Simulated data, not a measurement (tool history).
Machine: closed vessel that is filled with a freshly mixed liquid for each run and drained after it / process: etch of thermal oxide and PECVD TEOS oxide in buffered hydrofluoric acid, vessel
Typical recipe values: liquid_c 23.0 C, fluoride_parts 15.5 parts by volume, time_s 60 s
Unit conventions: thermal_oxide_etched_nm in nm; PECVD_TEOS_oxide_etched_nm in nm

run	hour	liquid_c	fluoride_parts	time_s	read-back film thickness of the thermal oxide reference wafer, read on the same gauge (nm)	read-back film thickness of the PECVD TEOS oxide reference wafer, read on the same gauge (nm)	thermal_oxide_etched_nm	PECVD_TEOS_oxide_etched_nm
1	0.0	23.0	15.5	60	94.31	62.87	45.17	90.60
2	55.8	23.0	15.5	60	94.36	62.87	45.41	90.38
3	123.4	26.5	15.5	60	94.38	62.92	55.43	109.22
4	194.4	26.5	15.5	60	94.39	62.92	54.74	109.10
5	270.1	23.0	15.5	60	94.51	62.99	45.70	91.05
# hour 303.0: hydrofluoric acid flow meter replaced
6	344.2	23.0	15.5	60	94.50	63.02	44.94	91.09
7	460.7	27.0	15.5	75	94.57	63.04	70.52	141.23
8	554.9	21.0	15.5	40	94.61	63.10	27.10	54.07
9	621.8	25.0	15.5	60	94.69	63.07	50.48	101.96
10	658.3	25.5	10.5	60	94.67	63.08	76.23	151.88
11	719.4	24.5	15.5	95	94.63	63.13	78.06	155.79
12	787.9	23.0	18.0	60	94.70	63.12	39.40	78.18
# hour 796.5: thermometer replaced
# hour 951.6: gauge calibrated
13	954.8	23.0	15.5	60	90.89	60.59	43.82	87.31
14	1061.9	27.0	15.5	60	91.36	60.91	54.89	108.27
15	1155.0	23.0	15.5	75	91.76	61.18	54.89	109.10
16	1214.8	20.5	18.5	60	92.00	61.33	32.14	64.62
17	1282.1	19.5	20.5	75	92.27	61.49	34.67	70.05
18	1319.7	23.0	15.5	60	92.36	61.61	44.11	88.90
19	1419.8	23.0	9.5	75	92.69	61.80	87.63	176.99
20	1488.0	21.0	15.5	40	92.96	62.00	26.38	53.16
21	1595.1	27.5	13.0	75	93.26	62.16	85.76	170.51
22	1681.8	23.0	19.0	60	93.50	62.37	36.59	72.83
23	1778.2	23.0	15.5	60	93.81	62.52	44.90	90.40
24	1817.7	23.0	17.0	60	93.89	62.59	41.08	82.18
25	1922.6	20.0	15.5	60	94.11	62.72	37.93	76.28
26	1970.3	24.5	18.0	80	94.20	62.82	56.39	113.77
# hour 2231.8: hydrofluoric acid flow meter replaced
27	2235.1	27.0	9.5	75	94.69	63.12	112.40	223.08

Each row is a separate what-if for the run after 27, all from the same tool condition, not one after another. Results?
A	2235.8	23.0	15.5	35	?	?	?	?
B	2235.8	28.0	15.5	60	?	?	?	?
C	2235.8	20.0	14.0	70	?	?	?	?

run	read-back film thickness of the thermal oxide reference wafer, read on the same gauge (nm)	read-back film thickness of the PECVD TEOS oxide reference wafer, read on the same gauge (nm)	thermal_oxide_etched_nm	PECVD_TEOS_oxide_etched_nm
A	94.71	63.13	26.30	52.95
B	94.71	63.13	59.10	118.98
C	94.71	63.13	49.22	99.09
Without the tool's unlogged condition, the same runs would have read:
run	thermal_oxide_etched_nm	PECVD_TEOS_oxide_etched_nm
A	25.00	50.32
B	56.17	113.08
C	46.78	94.17
